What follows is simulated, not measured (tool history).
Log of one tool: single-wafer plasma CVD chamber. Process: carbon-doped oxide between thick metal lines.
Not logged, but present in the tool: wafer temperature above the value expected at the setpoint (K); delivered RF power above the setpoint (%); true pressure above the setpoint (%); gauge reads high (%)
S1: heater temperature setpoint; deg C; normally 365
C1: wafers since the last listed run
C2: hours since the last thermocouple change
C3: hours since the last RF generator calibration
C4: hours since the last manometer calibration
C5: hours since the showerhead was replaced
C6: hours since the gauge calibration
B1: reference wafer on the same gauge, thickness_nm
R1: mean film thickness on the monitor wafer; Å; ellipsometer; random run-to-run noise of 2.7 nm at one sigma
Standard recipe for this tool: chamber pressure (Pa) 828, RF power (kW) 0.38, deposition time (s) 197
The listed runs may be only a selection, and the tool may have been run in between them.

{"run": 1, "day": 0.0, "S1": 365, "chamber pressure (Pa)": 828, "RF power (kW)": 0.38, "deposition time (s)": 197, "C1": 0, "C2": 510.4, "C3": 1422.6, "C4": 859.8, "C5": 4625.4, "C6": 3489.8, "B1": 624.206, "R1": 7220.69}
{"run": 2, "day": 2.804, "S1": 365, "chamber pressure (Pa)": 828, "RF power (kW)": 0.38, "deposition time (s)": 197, "C1": 405, "C2": 577.7, "C3": 1489.9, "C4": 927.1, "C5": 4692.7, "C6": 3557.1, "B1": 624.001, "R1": 7206.98}
{"run": 3, "day": 6.746, "S1": 356, "chamber pressure (Pa)": 828, "RF power (kW)": 0.35, "deposition time (s)": 197, "C1": 569, "C2": 672.3, "C3": 1584.5, "C4": 1021.7, "C5": 4787.3, "C6": 3651.7, "B1": 623.16, "R1": 6873.11}
{"day": 9.554, "done": "RF generator calibrated"}
{"run": 4, "day": 10.692, "S1": 365, "chamber pressure (Pa)": 828, "RF power (kW)": 0.42, "deposition time (s)": 197, "C1": 522, "C2": 767, "C3": 27.3, "C4": 1116.4, "C5": 4882, "C6": 3746.4, "B1": 622.977, "R1": 7822.86}
{"day": 11.671, "done": "capacitance manometer re-zeroed and calibrated"}
{"run": 5, "day": 12.308, "S1": 365, "chamber pressure (Pa)": 828, "RF power (kW)": 0.42, "deposition time (s)": 197, "C1": 185, "C2": 805.8, "C3": 66.1, "C4": 15.3, "C5": 4920.8, "C6": 3785.2, "B1": 622.395, "R1": 7793.92}
{"run": 6, "day": 13.962, "S1": 365, "chamber pressure (Pa)": 828, "RF power (kW)": 0.42, "deposition time (s)": 197, "C1": 239, "C2": 845.5, "C3": 105.8, "C4": 55, "C5": 4960.5, "C6": 3824.9, "B1": 622.239, "R1": 7782.38}
{"day": 16.379, "done": "showerhead replaced"}
{"run": 7, "day": 17.658, "S1": 369, "chamber pressure (Pa)": 949, "RF power (kW)": 0.325, "deposition time (s)": 208, "C1": 486, "C2": 934.2, "C3": 194.5, "C4": 143.7, "C5": 30.7, "C6": 3913.6, "B1": 622.405, "R1": 6723.42}
{"run": 8, "day": 26.25, "S1": 365, "chamber pressure (Pa)": 1015, "RF power (kW)": 0.43, "deposition time (s)": 159, "C1": 1242, "C2": 1140.4, "C3": 400.7, "C4": 349.9, "C5": 236.9, "C6": 4119.8, "B1": 620.341, "R1": 6540.14}
{"day": 34.671, "done": "gauge calibrated"}
{"run": 9, "day": 35.571, "S1": 365, "chamber pressure (Pa)": 828, "RF power (kW)": 0.43, "deposition time (s)": 197, "C1": 1347, "C2": 1364.1, "C3": 624.4, "C4": 573.6, "C5": 460.6, "C6": 21.6, "B1": 644.031, "R1": 8137.3}
{"run": 10, "day": 37.5, "S1": 365, "chamber pressure (Pa)": 828, "RF power (kW)": 0.38, "deposition time (s)": 197, "C1": 278, "C2": 1410.4, "C3": 670.7, "C4": 619.9, "C5": 506.9, "C6": 67.9, "B1": 643.242, "R1": 7455.03}
{"run": 11, "day": 41.954, "S1": 358, "chamber pressure (Pa)": 828, "RF power (kW)": 0.4, "deposition time (s)": 236, "C1": 643, "C2": 1517.3, "C3": 777.6, "C4": 726.8, "C5": 613.8, "C6": 174.8, "B1": 642.148, "R1": 9412.89}
{"day": 45.454, "done": "thermocouple changed; heater temperature recalibrated"}
{"run": 12, "day": 46.158, "S1": 365, "chamber pressure (Pa)": 928, "RF power (kW)": 0.34, "deposition time (s)": 224, "C1": 559, "C2": 16.9, "C3": 878.5, "C4": 827.7, "C5": 714.7, "C6": 275.7, "B1": 642.009, "R1": 7805.86}
{"run": 13, "day": 49.096, "S1": 365, "chamber pressure (Pa)": 828, "RF power (kW)": 0.38, "deposition time (s)": 197, "C1": 424, "C2": 87.4, "C3": 949, "C4": 898.2, "C5": 785.2, "C6": 346.2, "B1": 641.517, "R1": 7366.96}
{"run": 14, "day": 52.938, "S1": 365, "chamber pressure (Pa)": 828, "RF power (kW)": 0.45, "deposition time (s)": 170, "C1": 555, "C2": 179.6, "C3": 1041.2, "C4": 990.4, "C5": 877.4, "C6": 438.4, "B1": 640.908, "R1": 7350.7}
{"day": 54.892, "done": "capacitance manometer re-zeroed and calibrated"}
{"run": 15, "day": 55.354, "S1": 360, "chamber pressure (Pa)": 1023, "RF power (kW)": 0.33, "deposition time (s)": 219, "C1": 301, "C2": 237.6, "C3": 1099.2, "C4": 11.1, "C5": 935.4, "C6": 496.4, "B1": 641.13, "R1": 7643.77}
{"run": 16, "day": 57.825, "S1": 365, "chamber pressure (Pa)": 893, "RF power (kW)": 0.435, "deposition time (s)": 184, "C1": 357, "C2": 296.9, "C3": 1158.5, "C4": 70.4, "C5": 994.7, "C6": 555.7, "B1": 641.296, "R1": 7789.59}
{"run": 17, "day": 60.729, "S1": 357, "chamber pressure (Pa)": 912, "RF power (kW)": 0.305, "deposition time (s)": 197, "C1": 419, "C2": 366.6, "C3": 1228.2, "C4": 140.1, "C5": 1064.4, "C6": 625.4, "B1": 640.804, "R1": 6347.91}
{"run": 18, "day": 62.988, "S1": 365, "chamber pressure (Pa)": 828, "RF power (kW)": 0.38, "deposition time (s)": 197, "C1": 326, "C2": 420.8, "C3": 1282.4, "C4": 194.3, "C5": 1118.6, "C6": 679.6, "B1": 639.771, "R1": 7400.26}
{"run": 19, "day": 64.979, "S1": 365, "chamber pressure (Pa)": 828, "RF power (kW)": 0.38, "deposition time (s)": 197, "C1": 287, "C2": 468.6, "C3": 1330.2, "C4": 242.1, "C5": 1166.4, "C6": 727.4, "B1": 639.562, "R1": 7399.86}
{"run": 20, "day": 69.067, "S1": 365, "chamber pressure (Pa)": 828, "RF power (kW)": 0.38, "deposition time (s)": 197, "C1": 590, "C2": 566.7, "C3": 1428.3, "C4": 340.2, "C5": 1264.5, "C6": 825.5, "B1": 639.22, "R1": 7396.27}
{"run": 21, "day": 70.588, "S1": 375, "chamber pressure (Pa)": 665, "RF power (kW)": 0.43, "deposition time (s)": 197, "C1": 219, "C2": 603.2, "C3": 1464.8, "C4": 376.7, "C5": 1301, "C6": 862, "B1": 639.106, "R1": 7552.68}
{"run": 22, "day": 73.808, "S1": 365, "chamber pressure (Pa)": 731, "RF power (kW)": 0.38, "deposition time (s)": 197, "C1": 465, "C2": 680.5, "C3": 1542.1, "C4": 454, "C5": 1378.3, "C6": 939.3, "B1": 638.808, "R1": 7177.08}
{"run": 23, "day": 75.942, "S1": 361, "chamber pressure (Pa)": 961, "RF power (kW)": 0.38, "deposition time (s)": 197, "C1": 308, "C2": 731.7, "C3": 1593.3, "C4": 505.2, "C5": 1429.5, "C6": 990.5, "B1": 638.648, "R1": 7580.16}
{"day": 87.638, "done": "RF generator calibrated"}
{"run": 24, "day": 89.017, "S1": 365, "chamber pressure (Pa)": 917, "RF power (kW)": 0.38, "deposition time (s)": 197, "C1": 1842, "C2": 1045.5, "C3": 33.1, "C4": 819, "C5": 1743.3, "C6": 1304.3, "B1": 636.935, "R1": 7434.3}
{"run": 25, "day": 92.604, "S1": 365, "chamber pressure (Pa)": 828, "RF power (kW)": 0.445, "deposition time (s)": 197, "C1": 518, "C2": 1131.6, "C3": 119.2, "C4": 905.1, "C5": 1829.4, "C6": 1390.4, "B1": 636.147, "R1": 8347.57}
{"run": 26, "day": 96.275, "S1": 365, "chamber pressure (Pa)": 828, "RF power (kW)": 0.38, "deposition time (s)": 197, "C1": 530, "C2": 1219.7, "C3": 207.3, "C4": 993.2, "C5": 1917.5, "C6": 1478.5, "B1": 635.509, "R1": 7342.29}
{"day": 98.279, "done": "capacitance manometer re-zeroed and calibrated"}
{"run": 27, "day": 98.3, "S1": 377, "chamber pressure (Pa)": 775, "RF power (kW)": 0.38, "deposition time (s)": 213, "C1": 244, "C2": 1268.3, "C3": 255.9, "C4": 0.5, "C5": 1966.1, "C6": 1527.1, "B1": 635.504, "R1": 7624.02}

What if the next run were any one of these 5? Each begins from the tool's condition after run 27:
{"run": "A", "day": 98.321, "S1": 365, "chamber pressure (Pa)": 984, "RF power (kW)": 0.38, "deposition time (s)": 197, "C1": 3, "C2": 1268.8, "C3": 256.4, "C4": 1, "C5": 1966.6, "C6": 1527.6, "B1": "?", "R1": "?"}
{"run": "B", "day": 98.321, "S1": 365, "chamber pressure (Pa)": 949, "RF power (kW)": 0.38, "deposition time (s)": 176, "C1": 3, "C2": 1268.8, "C3": 256.4, "C4": 1, "C5": 1966.6, "C6": 1527.6, "B1": "?", "R1": "?"}
{"run": "C", "day": 98.321, "S1": 358, "chamber pressure (Pa)": 625, "RF power (kW)": 0.41, "deposition time (s)": 182, "C1": 3, "C2": 1268.8, "C3": 256.4, "C4": 1, "C5": 1966.6, "C6": 1527.6, "B1": "?", "R1": "?"}
{"run": "D", "day": 98.321, "S1": 373, "chamber pressure (Pa)": 828, "RF power (kW)": 0.38, "deposition time (s)": 197, "C1": 3, "C2": 1268.8, "C3": 256.4, "C4": 1, "C5": 1966.6, "C6": 1527.6, "B1": "?", "R1": "?"}
{"run": "E", "day": 98.321, "S1": 358, "chamber pressure (Pa)": 953, "RF power (kW)": 0.305, "deposition time (s)": 197, "C1": 3, "C2": 1268.8, "C3": 256.4, "C4": 1, "C5": 1966.6, "C6": 1527.6, "B1": "?", "R1": "?"}

run=A B1=635.635 R1=7496.09
run=B B1=635.635 R1=6673.77
run=C B1=635.635 R1=6851.06
run=D B1=635.635 R1=7209.17
run=E B1=635.635 R1=6325.82
Had the tool no hidden state, the same runs would have come out as:
run=A R1=7594.76
run=B R1=6761.61
run=C R1=6941.24
run=D R1=7304.06
run=E R1=6409.09
